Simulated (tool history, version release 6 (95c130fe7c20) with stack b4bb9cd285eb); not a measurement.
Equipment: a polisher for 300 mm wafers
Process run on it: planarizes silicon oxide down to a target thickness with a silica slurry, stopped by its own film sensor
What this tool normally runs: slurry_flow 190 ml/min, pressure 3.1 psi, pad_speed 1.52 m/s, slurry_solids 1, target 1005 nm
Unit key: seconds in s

run	hour	slurry_flow	pressure	pad_speed	slurry_solids	target	incoming thickness of the incoming film, nm	seconds
1	0	190	2.3	1.72	1	1005	1228.2	73.7
2	168.4	190	3.1	1.52	0.85	1005	1214.8	62.7
# hour 187: slurry blender recalibrated
# hour 243.1: worn pad replaced by a new one
3	266.1	190	3.1	1.52	1	1005	1194.5	48.9
# hour 291: conditioning disc replaced and pad reconditioned
# hour 375.9: slurry nozzle cleaned
4	522.3	190	3.1	1.52	1	1005	1218	53
5	628.9	190	3.1	1.52	1	1005	1225.9	56.3
# hour 716.9: head pressure recalibrated
# hour 726: slurry blender recalibrated
# hour 841.4: worn pad replaced by a new one
# hour 843.5: conditioning disc replaced and pad reconditioned
6	925.4	190	3.1	1.52	0.8	1005	1222.2	71.4
7	1082.2	190	3.1	1.52	1	1005	1227.8	61.7
# hour 1135.7: slurry nozzle cleaned
8	1138.7	190	3.1	1.52	1	1005	1209	55.5
9	1200.5	190	3.1	1.52	1	1005	1228.9	60.2
# hour 1258.3: slurry blender recalibrated
10	1282.7	190	3.1	1.52	0.9	1005	1217.4	63.5
# hour 1372.9: worn pad replaced by a new one
11	1389.5	190	3.1	1.52	1	1030	1219.7	51.9
# hour 1435.1: conditioning disc replaced and pad reconditioned
12	1456.8	190	3.1	1.52	1	1005	1211.4	54.6
13	1759.4	160	2.1	1.9	1	1005	1216.7	74.7
# hour 1777.1: slurry blender recalibrated
14	1826.2	190	3.1	1.52	1	1005	1195.3	49
15	1907.6	190	3.1	1.52	1	1025	1199.7	45.5
# hour 1925.4: worn pad replaced by a new one
# hour 1950.7: head pressure recalibrated
# hour 1955.9: conditioning disc replaced and pad reconditioned
# hour 1964.7: slurry nozzle cleaned
16	2005.1	135	3.1	1.52	1	1005	1210.2	61.2
17	2089.5	145	3.7	1.7	0.8	1005	1208.6	55.9
18	2196.4	190	3.1	1.52	1	1005	1217.4	58.8
19	2269.3	190	3.1	1.52	1	1005	1224.5	59.6
20	2342	245	3.1	1.52	1	1005	1219.3	57.6
# hour 2345.1: slurry blender recalibrated
21	2395.2	190	2.3	1.04	1	1005	1222.6	97.1
# hour 2410.8: worn pad replaced by a new one
22	2435.3	220	3.5	1.18	0.75	1005	1209.1	67.9

Run 23 has not been measured yet. What should we expect?
# hour 2441.4: conditioning disc replaced and pad reconditioned
23	2523.2	190	2.2	1.52	1	1005	1213	?

{"run 23": {"seconds": 78.2}}
Without the tool's hidden state the same run would have given seconds 82.2 s.

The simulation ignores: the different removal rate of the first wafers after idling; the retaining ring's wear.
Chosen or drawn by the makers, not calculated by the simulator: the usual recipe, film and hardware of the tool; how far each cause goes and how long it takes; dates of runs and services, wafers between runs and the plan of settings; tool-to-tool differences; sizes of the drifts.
